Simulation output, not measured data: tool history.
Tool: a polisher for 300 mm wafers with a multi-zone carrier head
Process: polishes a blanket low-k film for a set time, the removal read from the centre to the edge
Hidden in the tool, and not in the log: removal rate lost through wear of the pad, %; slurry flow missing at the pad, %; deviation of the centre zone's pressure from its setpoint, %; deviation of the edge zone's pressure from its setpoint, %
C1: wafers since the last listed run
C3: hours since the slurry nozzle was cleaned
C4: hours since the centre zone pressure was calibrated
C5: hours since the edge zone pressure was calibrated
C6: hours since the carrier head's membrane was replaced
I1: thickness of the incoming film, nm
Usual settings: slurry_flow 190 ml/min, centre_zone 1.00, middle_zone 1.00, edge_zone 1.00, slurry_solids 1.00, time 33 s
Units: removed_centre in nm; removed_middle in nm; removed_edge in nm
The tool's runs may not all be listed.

Run 1, hour 0.0: usual settings; C1 0; wafers polished on this pad 700; C3 44.9; C4 14.5; C5 56.5; C6 19.4; I1 557.6. Result: removed_centre 10.9 nm, removed_middle 10.9 nm, removed_edge 11.1 nm.
Run 2, hour 13.3: usual settings; C1 180; wafers polished on this pad 881; C3 58.2; C4 27.8; C5 69.8; C6 32.7; I1 549.1. Result: removed_centre 11.0 nm, removed_middle 10.9 nm, removed_edge 11.0 nm.
Run 3, hour 28.0: usual settings but time 40 s; C1 199; wafers polished on this pad 1081; C3 72.9; C4 42.5; C5 84.5; C6 47.4; I1 544.5. Result: removed_centre 13.0 nm, removed_middle 13.0 nm, removed_edge 13.3 nm.
Run 4, hour 37.6: usual settings but slurry_flow 215 ml/min; C1 130; wafers polished on this pad 1212; C3 82.5; C4 52.1; C5 94.1; C6 57.0; I1 545.0. Result: removed_centre 10.9 nm, removed_middle 10.7 nm, removed_edge 11.0 nm.
Run 5, hour 46.0: usual settings but centre_zone 0.92, edge_zone 1.11; C1 114; wafers polished on this pad 1326; C3 90.9; C4 60.5; C5 102.5; C6 65.4; I1 556.5. Result: removed_centre 9.7 nm, removed_middle 10.5 nm, removed_edge 11.3 nm.
At hour 60.6: worn pad replaced by a new one.
Run 6, hour 63.3: usual settings but centre_zone 0.93, edge_zone 1.10, time 26 s; C1 180; wafers polished on this pad 37; C3 108.2; C4 77.8; C5 119.8; C6 82.7; I1 548.4. Result: removed_centre 8.1 nm, removed_middle 8.7 nm, removed_edge 9.4 nm.
Run 7, hour 75.6: usual settings but slurry_solids 0.75; C1 167; wafers polished on this pad 204; C3 120.5; C4 90.1; C5 132.1; C6 95.0; I1 550.8. Result: removed_centre 9.2 nm, removed_middle 9.0 nm, removed_edge 9.3 nm.
Run 8, hour 101.1: usual settings; C1 346; wafers polished on this pad 551; C3 146.0; C4 115.6; C5 157.6; C6 120.5; I1 549.9. Result: removed_centre 10.9 nm, removed_middle 10.9 nm, removed_edge 11.3 nm.
Run 9, hour 111.9: usual settings but slurry_flow 130 ml/min, slurry_solids 1.15, time 28 s; C1 146; wafers polished on this pad 698; C3 156.8; C4 126.4; C5 168.4; C6 131.3; I1 542.4. Result: removed_centre 9.4 nm, removed_middle 9.5 nm, removed_edge 9.9 nm.
Run 10, hour 127.7: usual settings but centre_zone 0.89, middle_zone 1.10, slurry_solids 1.25; C1 214; wafers polished on this pad 912; C3 172.6; C4 142.2; C5 184.2; C6 147.1; I1 548.9. Result: removed_centre 10.7 nm, removed_middle 13.1 nm, removed_edge 12.4 nm.
Run 11, hour 135.6: usual settings but slurry_flow 145 ml/min, slurry_solids 0.85, time 44 s; C1 107; wafers polished on this pad 1020; C3 180.5; C4 150.1; C5 192.1; C6 155.0; I1 545.3. Result: removed_centre 12.5 nm, removed_middle 12.5 nm, removed_edge 13.0 nm.
Run 12, hour 145.1: usual settings but middle_zone 1.07, edge_zone 0.96; C1 129; wafers polished on this pad 1149; C3 190.0; C4 159.6; C5 201.6; C6 164.5; I1 540.3. Result: removed_centre 10.6 nm, removed_middle 11.3 nm, removed_edge 10.7 nm.
Run 13, hour 159.4: usual settings but centre_zone 1.08, middle_zone 1.12, slurry_solids 1.10; C1 194; wafers polished on this pad 1344; C3 204.3; C4 173.9; C5 215.9; C6 178.8; I1 558.4. Result: removed_centre 12.0 nm, removed_middle 12.3 nm, removed_edge 11.3 nm.
At hour 178.8: worn pad replaced by a new one.
Run 14, hour 179.3: usual settings but middle_zone 1.09, edge_zone 1.06, slurry_solids 0.85, time 30 s; C1 216; wafers polished on this pad 7; C3 224.2; C4 193.8; C5 235.8; C6 198.7; I1 552.6. Result: removed_centre 9.2 nm, removed_middle 9.8 nm, removed_edge 9.4 nm.
Run 15, hour 193.7: usual settings but centre_zone 0.93, middle_zone 0.88, slurry_solids 0.75, time 44 s; C1 195; wafers polished on this pad 203; C3 238.6; C4 208.2; C5 250.2; C6 213.1; I1 544.1. Result: removed_centre 11.4 nm, removed_middle 10.9 nm, removed_edge 12.4 nm.
Run 16, hour 203.9: usual settings but edge_zone 1.04, slurry_solids 0.75; C1 138; wafers polished on this pad 342; C3 248.8; C4 218.4; C5 260.4; C6 223.3; I1 561.9. Result: removed_centre 9.2 nm, removed_middle 9.1 nm, removed_edge 9.5 nm.
Run 17, hour 212.2: usual settings but middle_zone 0.95, edge_zone 1.09; C1 112; wafers polished on this pad 454; C3 257.1; C4 226.7; C5 268.7; C6 231.6; I1 547.0. Result: removed_centre 11.2 nm, removed_middle 10.5 nm, removed_edge 11.8 nm.
Run 18, hour 219.2: usual settings but time 36 s; C1 95; wafers polished on this pad 550; C3 264.1; C4 233.7; C5 275.7; C6 238.6; I1 559.1. Result: removed_centre 12.0 nm, removed_middle 11.9 nm, removed_edge 12.4 nm.
Run 19, hour 232.7: usual settings but slurry_solids 1.20; C1 183; wafers polished on this pad 733; C3 277.6; C4 247.2; C5 289.2; C6 252.1; I1 547.7. Result: removed_centre 12.0 nm, removed_middle 12.0 nm, removed_edge 12.5 nm.
Run 20, hour 239.9: usual settings but centre_zone 0.93, middle_zone 0.88, slurry_solids 0.75, time 44 s; C1 97; wafers polished on this pad 831; C3 284.8; C4 254.4; C5 296.4; C6 259.3; I1 548.4. Result: removed_centre 11.2 nm, removed_middle 10.8 nm, removed_edge 12.2 nm.
Run 21, hour 256.3: usual settings but middle_zone 1.07, slurry_solids 0.90, time 45 s; C1 223; wafers polished on this pad 1054; C3 301.2; C4 270.8; C5 312.8; C6 275.7; I1 551.8. Result: removed_centre 13.8 nm, removed_middle 14.5 nm, removed_edge 14.1 nm.

5 ways to go on from here, each from the tool as it stands after run 21. What would each give?
Run A, hour 256.7: usual settings; C1 5; wafers polished on this pad 1060; C3 301.6; C4 271.2; C5 313.2; C6 276.1; I1 549.9. Result: removed_centre ?, removed_middle ?, removed_edge ?.
Run B, hour 256.7: usual settings but slurry_flow 140 ml/min, centre_zone 1.07, middle_zone 1.07; C1 5; wafers polished on this pad 1060; C3 301.6; C4 271.2; C5 313.2; C6 276.1; I1 549.9. Result: removed_centre ?, removed_middle ?, removed_edge ?.
Run C, hour 256.7: usual settings but centre_zone 1.11; C1 5; wafers polished on this pad 1060; C3 301.6; C4 271.2; C5 313.2; C6 276.1; I1 549.9. Result: removed_centre ?, removed_middle ?, removed_edge ?.
Run D, hour 256.7: usual settings but slurry_flow 125 ml/min, centre_zone 0.92, edge_zone 1.04, slurry_solids 0.90; C1 5; wafers polished on this pad 1060; C3 301.6; C4 271.2; C5 313.2; C6 276.1; I1 549.9. Result: removed_centre ?, removed_middle ?, removed_edge ?.
Run E, hour 256.7: usual settings but centre_zone 1.08; C1 5; wafers polished on this pad 1060; C3 301.6; C4 271.2; C5 313.2; C6 276.1; I1 549.9. Result: removed_centre ?, removed_middle ?, removed_edge ?.

run  removed_centre  removed_middle  removed_edge
  A            10.8            10.8          11.1
  B            11.1            11.0          10.8
  C            12.0            10.8          11.1
  D             8.8             9.6          10.2
  E            11.7            10.8          11.1
Without the tool's hidden state the same runs would have given:
run  removed_centre  removed_middle  removed_edge
  A            11.2            11.2          11.5
  B            11.5            11.4          11.1
  C            12.5            11.2          11.5
  D             9.1             9.9          10.6
  E            12.1            11.2          11.5

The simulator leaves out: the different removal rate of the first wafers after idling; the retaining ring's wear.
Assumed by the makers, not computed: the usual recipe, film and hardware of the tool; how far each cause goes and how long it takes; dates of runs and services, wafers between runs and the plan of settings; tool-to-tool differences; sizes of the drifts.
